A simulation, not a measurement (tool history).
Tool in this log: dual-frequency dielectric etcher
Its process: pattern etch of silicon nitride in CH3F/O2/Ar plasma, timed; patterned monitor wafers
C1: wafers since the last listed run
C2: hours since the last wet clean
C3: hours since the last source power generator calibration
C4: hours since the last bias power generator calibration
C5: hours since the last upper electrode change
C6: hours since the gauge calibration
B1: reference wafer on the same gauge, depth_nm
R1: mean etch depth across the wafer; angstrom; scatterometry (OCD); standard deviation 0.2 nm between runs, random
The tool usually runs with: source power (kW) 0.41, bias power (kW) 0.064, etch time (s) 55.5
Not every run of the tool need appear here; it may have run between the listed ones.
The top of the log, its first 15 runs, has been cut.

Run 16, hour 1159: usual settings; C1 786; C2 203.4; C3 555.1; C4 319.8; C5 3933.6; C6 294.5; B1 43.15. Result: R1 374.9 angstrom.
Run 17, hour 1197.1: usual settings but source power (kW) 0.45, bias power (kW) 0.054; C1 363; C2 241.5; C3 593.2; C4 357.9; C5 3971.7; C6 332.6; B1 43.11. Result: R1 366.3 angstrom.
Run 18, hour 1291: usual settings; C1 895; C2 335.4; C3 687.1; C4 451.8; C5 4065.6; C6 426.5; B1 43.16. Result: R1 376.8 angstrom.
Run 19, hour 1388.5: usual settings but source power (kW) 0.47, bias power (kW) 0.055; C1 930; C2 432.9; C3 784.6; C4 549.3; C5 4163.1; C6 524; B1 43.23. Result: R1 376.9 angstrom.
At hour 1474.3: wet clean of the chamber.
Run 20, hour 1474.8: usual settings but source power (kW) 0.47, bias power (kW) 0.052; C1 594; C2 0.5; C3 870.9; C4 635.6; C5 4249.4; C6 610.3; B1 43.28. Result: R1 371.8 angstrom.
Run 21, hour 1493: usual settings but bias power (kW) 0.058; C1 173; C2 18.7; C3 889.1; C4 653.8; C5 4267.6; C6 628.5; B1 43.27. Result: R1 365.1 angstrom.
At hour 1556: upper electrode replaced.
Run 22, hour 1594: usual settings but source power (kW) 0.5, bias power (kW) 0.059, etch time (s) 71; C1 734; C2 119.7; C3 990.1; C4 754.8; C5 38; C6 729.5; B1 43.34. Result: R1 513.2 angstrom.
Run 23, hour 1696.8: usual settings but source power (kW) 0.44, bias power (kW) 0.074; C1 980; C2 222.5; C3 1092.9; C4 857.6; C5 140.8; C6 832.3; B1 43.39. Result: R1 416.6 angstrom.

Run 24 comes next. What will it give?
Run 24, hour 1760.1: usual settings but source power (kW) 0.46, etch time (s) 42; C1 603; C2 285.8; C3 1156.2; C4 920.9; C5 204.1; C6 895.6; B1 ?. Result: R1 ?.

{"run 24": {"B1": 43.48, "R1": 303}}
Had the tool carried no hidden state, the very same run would have given R1 299.1 angstrom.
